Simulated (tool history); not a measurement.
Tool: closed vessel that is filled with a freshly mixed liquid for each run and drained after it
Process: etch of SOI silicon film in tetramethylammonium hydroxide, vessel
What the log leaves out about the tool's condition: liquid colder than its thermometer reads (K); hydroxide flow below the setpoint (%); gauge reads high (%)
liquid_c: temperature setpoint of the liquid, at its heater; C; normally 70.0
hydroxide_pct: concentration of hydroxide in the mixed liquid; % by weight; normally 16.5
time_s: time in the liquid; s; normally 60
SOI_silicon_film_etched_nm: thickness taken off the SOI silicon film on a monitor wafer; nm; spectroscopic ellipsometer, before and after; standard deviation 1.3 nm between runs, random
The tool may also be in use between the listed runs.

run    hour  liquid_c  hydroxide_pct  time_s  wafers since the last listed run  hours since the thermometer was replaced  hours since the hydroxide flow meter was replaced  hours since the gauge calibration  read-back film thickness of the SOI silicon film reference wafer, read on the same gauge (nm)  SOI_silicon_film_etched_nm
  1     0.0      72.0           16.5      60                                 0                                    1455.1                                              712.9                             1525.4                                                                                          50.00                      412.34
  2    71.7      72.0           16.5      60                              9773                                    1526.8                                              784.6                             1597.1                                                                                          50.04                      410.40
  3   124.0      72.0           16.5      60                              7129                                    1579.1                                              836.9                             1649.4                                                                                          50.02                      410.07
  4   164.5      70.0           16.5      60                              5520                                    1619.6                                              877.4                             1689.9                                                                                          49.98                      366.72
  5   226.6      70.0           16.5      60                              8465                                    1681.7                                              939.5                             1752.0                                                                                          50.01                      367.63
  6   262.5      76.0           16.5      60                              4893                                    1717.6                                              975.4                             1787.9                                                                                          49.98                      520.28
  7   301.0      76.0           16.5      60                              5248                                    1756.1                                             1013.9                             1826.4                                                                                          49.98                      519.94
  8   331.1      70.0           16.5      60                              4103                                    1786.2                                             1044.0                             1856.5                                                                                          50.00                      368.05
  9   398.9      70.0           16.5      60                              9242                                    1854.0                                             1111.8                             1924.3                                                                                          50.01                      367.72
      413.8  -- thermometer replaced
      433.7  -- hydroxide flow meter replaced
 10   460.5      70.0           16.5      60                              8124                                      46.7                                               26.8                             1985.9                                                                                          49.98                      358.11
 11   521.5      70.0           16.5      60                              8315                                     107.7                                               87.8                             2046.9                                                                                          49.96                      361.66
 12   553.4      70.0           16.5      60                              4348                                     139.6                                              119.7                             2078.8                                                                                          49.99                      360.95
      586.9  -- gauge calibrated
 13   613.9      70.0           16.5      60                              8246                                     200.1                                              180.2                               27.0                                                                                          49.99                      360.84
 14   681.1      70.0           16.5      60                              9160                                     267.3                                              247.4                               94.2                                                                                          49.98                      361.46
 15   730.7      76.0           19.5      75                              6761                                     316.9                                              297.0                              143.8                                                                                          50.01                      595.90
 16   800.5      78.0           16.5      60                              9514                                     386.7                                              366.8                              213.6                                                                                          50.00                      571.08
 17   844.9      70.0           14.5      60                              6052                                     431.1                                              411.2                              258.0                                                                                          49.99                      381.75
 18   916.0      70.0           16.5      60                              9691                                     502.2                                              482.3                              329.1                                                                                          49.99                      364.69
 19   976.7      67.0           14.0      60                              8274                                     562.9                                              543.0                              389.8                                                                                          50.00                      328.13
 20  1007.3      75.0           16.5      45                              4171                                     593.5                                              573.6                              420.4                                                                                          50.01                      367.58
 21  1047.4      70.0           16.5      60                              5466                                     633.6                                              613.7                              460.5                                                                                          50.00                      363.28
 22  1115.4      70.0           16.5      60                              9269                                     701.6                                              681.7                              528.5                                                                                          50.01                      364.78
 23  1145.3      77.0           18.0      80                              4075                                     731.5                                              711.6                              558.4                                                                                          50.00                      710.87
 24  1171.6      70.0           18.5      60                              3585                                     757.8                                              737.9                              584.7                                                                                          49.99                      351.91
 25  1223.0      66.5           13.5      60                              7006                                     809.2                                              789.3                              636.1                                                                                          49.99                      328.54
 26  1272.5      70.0           16.5      75                              6747                                     858.7                                              838.8                              685.6                                                                                          49.99                      456.18
 27  1321.3      72.0           13.5      85                              6652                                     907.5                                              887.6                              734.4                                                                                          50.00                      642.83
 28  1350.9      70.0           20.0      30                              4034                                     937.1                                              917.2                              764.0                                                                                          50.01                      169.42
 29  1392.7      73.5           14.5      30                              5697                                     978.9                                              959.0                              805.8                                                                                          49.96                      239.26
 30  1454.3      70.0           16.5      60                              8396                                    1040.5                                             1020.6                              867.4                                                                                          50.00                      367.06
 31  1493.5      70.0           13.5      90                              5343                                    1079.7                                             1059.8                              906.6                                                                                          49.99                      610.12
 32  1526.1      70.0           12.0      60                              4443                                    1112.3                                             1092.4                              939.2                                                                                          50.03                      424.69
 33  1566.6      70.0           16.5      60                              5520                                    1152.8                                             1132.9                              979.7                                                                                          49.98                      370.22
     1575.7  -- hydroxide flow meter replaced
 34  1748.4      67.5           18.0      60                             24645                                    1334.6                                              172.7                             1161.5                                                                                          49.99                      301.53
 35  1811.5      70.0           16.5      60                              8601                                    1397.7                                              235.8                             1224.6                                                                                          49.99                      363.44

Alternative continuations, all from the tool just after run 35; predict every row:
  A  1812.2      70.0           16.5      60                                95                                    1398.4                                              236.5                             1225.3                                                                                              ?                           ?
  B  1812.2      77.5           16.5      60                                95                                    1398.4                                              236.5                             1225.3                                                                                              ?                           ?
  C  1812.2      70.0           13.0      60                                95                                    1398.4                                              236.5                             1225.3                                                                                              ?                           ?

run  read-back film thickness of the SOI silicon film reference wafer, read on the same gauge (nm)  SOI_silicon_film_etched_nm
  A                                                                                          50.01                      360.56
  B                                                                                          50.01                      554.76
  C                                                                                          50.01                      401.38
Stripped of hidden state, with their random variation kept, the same runs would have yielded:
run  SOI_silicon_film_etched_nm
  A                      357.16
  B                      549.52
  C                      396.59

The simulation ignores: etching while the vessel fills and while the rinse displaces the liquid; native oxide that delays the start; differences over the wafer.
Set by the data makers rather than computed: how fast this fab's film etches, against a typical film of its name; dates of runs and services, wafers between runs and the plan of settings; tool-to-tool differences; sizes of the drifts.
